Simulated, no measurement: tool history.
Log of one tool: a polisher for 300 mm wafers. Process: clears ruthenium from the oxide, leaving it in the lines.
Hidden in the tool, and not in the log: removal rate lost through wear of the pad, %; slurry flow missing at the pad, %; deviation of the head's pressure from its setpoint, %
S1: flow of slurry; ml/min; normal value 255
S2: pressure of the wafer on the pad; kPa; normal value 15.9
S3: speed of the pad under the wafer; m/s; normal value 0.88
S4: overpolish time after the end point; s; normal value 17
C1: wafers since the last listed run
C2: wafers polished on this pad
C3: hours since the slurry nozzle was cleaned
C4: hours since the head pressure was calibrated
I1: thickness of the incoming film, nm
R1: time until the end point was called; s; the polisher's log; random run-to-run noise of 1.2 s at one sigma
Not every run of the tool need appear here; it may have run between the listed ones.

run    hour   S1    S2    S3  S4    C1    C2     C3     C4    I1     R1
  1       0  255  15.9  0.88  17     0  2857  536.9  138.2  94.5     88
       33.8  -- slurry nozzle cleaned
       53.5  -- worn pad replaced by a new one
  2    58.4  255  15.9  0.88  17   694    63   24.6  196.6  96.3   84.4
  3     130  255  15.9  0.88  17   931   995   96.2  268.2  96.1   85.5
  4   174.4  255  15.9  0.88  24   577  1573  140.6  312.6  95.8   87.9
  5   237.2  255  15.9  0.88  24   817  2390  203.4  375.4  95.2   86.4
  6   296.2  255  15.9  0.88  24   767  3158  262.4  434.4  93.8   89.5
  7   346.2  255  15.9  1.04  17   650  3808  312.4  484.4    95   84.4
      368.4  -- worn pad replaced by a new one
  8     520  255  15.9  1.04  17  2209  1973  486.2  658.2  95.7     75
        523  -- slurry nozzle cleaned
  9   570.2  185  15.9  0.88  17   640  2613   47.2  708.4    94   90.6
 10   617.3  185  15.9  0.88  17   612  3226   94.3  755.5  95.6   96.6
 11   677.6  255  15.9  0.72  17   784  4010  154.6  815.8    95  106.6
 12   728.1  255  15.9  0.72  17   657  4668  205.1  866.3  95.4  114.1
      734.3  -- worn pad replaced by a new one, of another model than before
      770.4  -- head pressure recalibrated
 13   780.4  255  11.7  0.88  17   602   573  257.4     10  93.8  101.3
 14   823.2  255  12.4  1.06  11   556  1130  300.2   52.8  94.3   92.6
 15   935.6  255  13.8  0.98  25  1462  2593  412.6  165.2  94.7   92.5
 16   976.9  255  15.9  0.88  17   537  3130  453.9  206.5  94.4   88.3
     1020.4  -- worn pad replaced by a new one
       1030  -- slurry nozzle cleaned
 17    1032  255  13.8  0.88  22   651   138      2  261.6  95.5   92.4
 18  1177.5  255  15.9  1.12  26  1893  2031  147.5  407.1  96.5   80.6
     1331.1  -- worn pad replaced by a new one
 19  1371.6  255  15.9  1.06  17  2473   526  341.6  601.2  94.7   77.1
 20  1423.2  320  15.9  0.88  17   671  1197  393.2  652.8  96.5   81.7
 21  1481.9  255  15.9   0.8  17   763  1961  451.9  711.5    95   88.7
 22  1514.8  255  15.9  0.88  17   428  2389  484.8  744.4  95.1   85.5
     1566.1  -- slurry nozzle cleaned
 23  1570.6  255  15.9  0.88  17   713  3103    4.5  800.2  95.3   91.1
 24  1604.2  330  15.9  0.98  12   437  3540   38.1  833.8  95.6   85.6

For each run, the measured value with the value that run would have given without the tool's hidden condition subtracted. The run-to-run variation is shared by both, the gauge scatter possibly not:
run     R1
  1   +6.4
  2   +1.2
  3   +1.8
  4   +2.8
  5   +4.7
  6   +7.5
  7   +9.7
  8   +2.7
  9   +5.1
 10   +7.9
 11  +12.8
 12  +18.3
 13   +0.5
 14     +1
 15   +4.5
 16   +6.3
 17   +1.2
 18   +3.3
 19     +1
 20   +1.7
 21   +3.2
 22   +4.2
 23   +7.1
 24   +8.4
